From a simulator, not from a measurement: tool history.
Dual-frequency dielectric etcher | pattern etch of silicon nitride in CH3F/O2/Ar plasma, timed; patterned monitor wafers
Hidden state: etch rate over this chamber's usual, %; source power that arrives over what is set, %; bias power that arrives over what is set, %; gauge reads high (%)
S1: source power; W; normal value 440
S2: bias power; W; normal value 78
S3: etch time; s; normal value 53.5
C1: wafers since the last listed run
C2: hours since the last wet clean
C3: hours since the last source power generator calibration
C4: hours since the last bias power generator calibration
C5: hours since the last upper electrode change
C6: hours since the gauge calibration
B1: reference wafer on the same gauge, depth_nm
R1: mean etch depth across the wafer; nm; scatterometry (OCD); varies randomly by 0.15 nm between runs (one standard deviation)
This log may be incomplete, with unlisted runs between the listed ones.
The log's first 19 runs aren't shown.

run,hour,S1,S2,S3,C1,C2,C3,C4,C5,C6,B1,R1
20,263.7,370,98,66.5,78,309.3,135.0,295.9,13.8,114.7,40.79,55.03
21,273.1,550,98,37.5,75,318.7,144.4,305.3,23.2,124.1,40.81,36.80
22,284.5,510,69,67.5,91,330.1,155.8,316.7,34.6,135.5,40.79,53.04
23,296.0,540,89,53.5,91,341.6,167.3,328.2,46.1,147.0,40.82,49.74
24,309.7,500,64,61.5,109,355.3,181.0,341.9,59.8,160.7,40.83,46.05
25,347.3,440,78,53.5,300,392.9,218.6,379.5,97.4,198.3,40.79,42.63
26,356.6,330,78,53.5,74,402.2,227.9,388.8,106.7,207.6,40.80,37.52
27,369.6,440,78,53.5,103,415.2,240.9,401.8,119.7,220.6,40.80,42.56
28,376.7,440,71,53.5,56,422.3,248.0,408.9,126.8,227.7,40.82,39.99
29,394.2,330,83,57.5,139,439.8,265.5,426.4,144.3,245.2,40.80,41.90
30,406.8,440,78,53.5,100,452.4,278.1,439.0,156.9,257.8,40.80,42.53

Below are 4 alternative next runs, each starting from the tool's condition after run 30. Predict each:
A,407.2,440,78,53.5,3,452.8,278.5,439.4,157.3,258.2,?,?
B,407.2,340,78,46.0,3,452.8,278.5,439.4,157.3,258.2,?,?
C,407.2,350,78,53.5,3,452.8,278.5,439.4,157.3,258.2,?,?
D,407.2,480,62,43.0,3,452.8,278.5,439.4,157.3,258.2,?,?

run,B1,R1
A,40.79,42.63
B,40.79,32.79
C,40.79,38.63
D,40.79,31.20
Without the tool's hidden state the same runs would have given:
run,R1
A,41.82
B,32.17
C,37.89
D,30.61

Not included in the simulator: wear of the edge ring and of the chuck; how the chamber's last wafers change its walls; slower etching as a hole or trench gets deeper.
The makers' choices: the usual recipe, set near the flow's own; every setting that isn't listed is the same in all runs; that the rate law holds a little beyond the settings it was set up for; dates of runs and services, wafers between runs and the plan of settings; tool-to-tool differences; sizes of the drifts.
